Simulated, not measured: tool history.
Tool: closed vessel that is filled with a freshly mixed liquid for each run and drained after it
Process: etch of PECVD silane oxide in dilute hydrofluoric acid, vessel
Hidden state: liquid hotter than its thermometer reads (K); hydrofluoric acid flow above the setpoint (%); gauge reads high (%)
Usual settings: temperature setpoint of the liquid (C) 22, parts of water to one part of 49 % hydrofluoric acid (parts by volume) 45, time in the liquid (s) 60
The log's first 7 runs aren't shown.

| run | hour | temperature setpoint of the liquid (C) | parts of water to one part of 49 % hydrofluoric acid (parts by volume) | time in the liquid (s) | wafers since the last listed run | hours since the thermometer was replaced | hours since the hydrofluoric acid flow meter was replaced | hours since the gauge calibration | read-back film thickness of the PECVD silane oxide reference wafer, read on the same gauge (nm) | thickness taken off the PECVD silane oxide on a monitor wafer (nm) |
|---|---|---|---|---|---|---|---|---|---|---|
| 8 | 90.5 | 22 | 45 | 60 | 1475 | 17.1 | 608.9 | 233.1 | 70.03 | 26.59 |
| 9 | 103 | 22 | 45 | 60 | 1740 | 29.6 | 621.4 | 245.6 | 70.02 | 26.62 |
| 10 | 117.1 | 22 | 45 | 60 | 1963 | 43.7 | 635.5 | 259.7 | 70 | 26.59 |
| 11 | 132 | 22 | 45 | 60 | 2074 | 58.6 | 650.4 | 274.6 | 69.98 | 26.6 |
| 12 | 139.9 | 22 | 45 | 60 | 1099 | 66.5 | 658.3 | 282.5 | 69.99 | 26.27 |
| 13 | 154.4 | 26 | 50 | 60 | 2018 | 81 | 672.8 | 297 | 70.03 | 28.25 |
| 14 | 162.7 | 17.5 | 45 | 70 | 1155 | 89.3 | 681.1 | 305.3 | 70.02 | 26.04 |
| 15 | 180.7 | 19.5 | 60 | 30 | 2506 | 107.3 | 699.1 | 323.3 | 69.99 | 8.9 |
| 16 | 189.4 | 22 | 45 | 60 | 1211 | 116 | 707.8 | 332 | 69.98 | 26.79 |
| 17 | 199.7 | 24 | 45 | 85 | 1434 | 126.3 | 718.1 | 342.3 | 69.99 | 41.65 |
| 18 | 214.3 | 25.5 | 30 | 35 | 2032 | 140.9 | 732.7 | 356.9 | 70.04 | 27.71 |
|  | 241.9 | gauge calibrated |
| 19 | 251 | 18.5 | 40 | 60 | 5109 | 177.6 | 769.4 | 9.1 | 70.06 | 26.42 |
| 20 | 267.5 | 22 | 45 | 30 | 2297 | 194.1 | 785.9 | 25.6 | 70.02 | 13.49 |
|  | 269.9 | hydrofluoric acid flow meter replaced |
| 21 | 277.9 | 19 | 50 | 85 | 1308 | 204.5 | 8 | 36 | 69.98 | 26.52 |
| 22 | 328.6 | 18 | 35 | 45 | 7058 | 255.2 | 58.7 | 86.7 | 70 | 20.04 |
| 23 | 342.1 | 26 | 45 | 75 | 1879 | 268.7 | 72.2 | 100.2 | 70.01 | 35.81 |
| 24 | 353.6 | 24 | 45 | 60 | 1601 | 280.2 | 83.7 | 111.7 | 70 | 26.13 |

The next listed run, before its measurement:
| 25 | 360.4 | 18 | 35 | 45 | 946 | 287 | 90.5 | 118.5 | ? | ? |

read-back film thickness of the PECVD silane oxide reference wafer, read on the same gauge (nm): 70.04
thickness taken off the PECVD silane oxide on a monitor wafer (nm): 19.77
Without the tool's hidden state the same run would have given thickness taken off the PECVD silane oxide on a monitor wafer (nm) 19.45.
